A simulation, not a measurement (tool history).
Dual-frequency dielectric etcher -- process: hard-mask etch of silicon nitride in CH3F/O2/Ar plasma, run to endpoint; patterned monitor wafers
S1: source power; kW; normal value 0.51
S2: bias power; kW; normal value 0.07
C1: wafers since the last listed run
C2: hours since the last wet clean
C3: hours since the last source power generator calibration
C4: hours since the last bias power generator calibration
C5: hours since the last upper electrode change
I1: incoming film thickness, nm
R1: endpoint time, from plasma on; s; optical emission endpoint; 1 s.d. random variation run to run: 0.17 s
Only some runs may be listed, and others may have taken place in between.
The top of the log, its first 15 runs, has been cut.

run	hour	S1	S2	C1	C2	C3	C4	C5	I1	R1
16	1104.3	0.51	0.07	732	329.1	3751.5	3305.4	4335.7	32.63	39.7
17	1189.8	0.51	0.053	724	414.6	3837	3390.9	4421.2	32.72	42.9
# hour 1224.2: upper electrode replaced
18	1278.9	0.42	0.076	551	503.7	3926.1	3480	54.7	32.49	42.3
19	1370.4	0.51	0.084	775	595.2	4017.6	3571.5	146.2	32.62	38.5
20	1418.1	0.43	0.087	404	642.9	4065.3	3619.2	193.9	32.4	40.9
21	1515.1	0.51	0.07	821	739.9	4162.3	3716.2	290.9	32.6	40.8
# hour 1534.9: bias power generator calibrated
# hour 1587: source power generator calibrated
# hour 1593.6: wet clean of the chamber
22	1594.1	0.55	0.062	546	0.5	7.1	59.2	369.9	32.61	39.1
23	1648.1	0.47	0.07	457	54.5	61.1	113.2	423.9	32.45	40.4
24	1745.7	0.61	0.078	827	152.1	158.7	210.8	521.5	32.34	35.5
25	1842.1	0.41	0.07	816	248.5	255.1	307.2	617.9	32.73	43
26	1938.8	0.51	0.07	819	345.2	351.8	403.9	714.6	32.81	39.8
27	2039.1	0.54	0.07	849	445.5	452.1	504.2	814.9	32.66	39.4
28	2146.2	0.51	0.07	907	552.6	559.2	611.3	922	32.52	40.1
29	2207.6	0.51	0.07	520	614	620.6	672.7	983.4	32.56	40.4
# hour 2274.7: wet clean of the chamber
30	2275.2	0.44	0.056	369	0.5	688.2	740.3	1051	32.24	43.4
31	2294.8	0.63	0.085	166	20.1	707.8	759.9	1070.6	32.74	34.3
32	2339.6	0.38	0.07	379	64.9	752.6	804.7	1115.4	32.78	44.1
33	2382.6	0.51	0.079	364	107.9	795.6	847.7	1158.4	33.33	39.1
34	2458.8	0.59	0.06	645	184.1	871.8	923.9	1234.6	32.73	39

Run 35 has not been measured yet. What should we expect?
35	2531.1	0.51	0.07	612	256.4	944.1	996.2	1306.9	32.44	?

{"run 35": {"R1": 39.4}}
Take away the tool's hidden state, keep the run-to-run variation as it was, and the same run would have given R1 38.9 s.
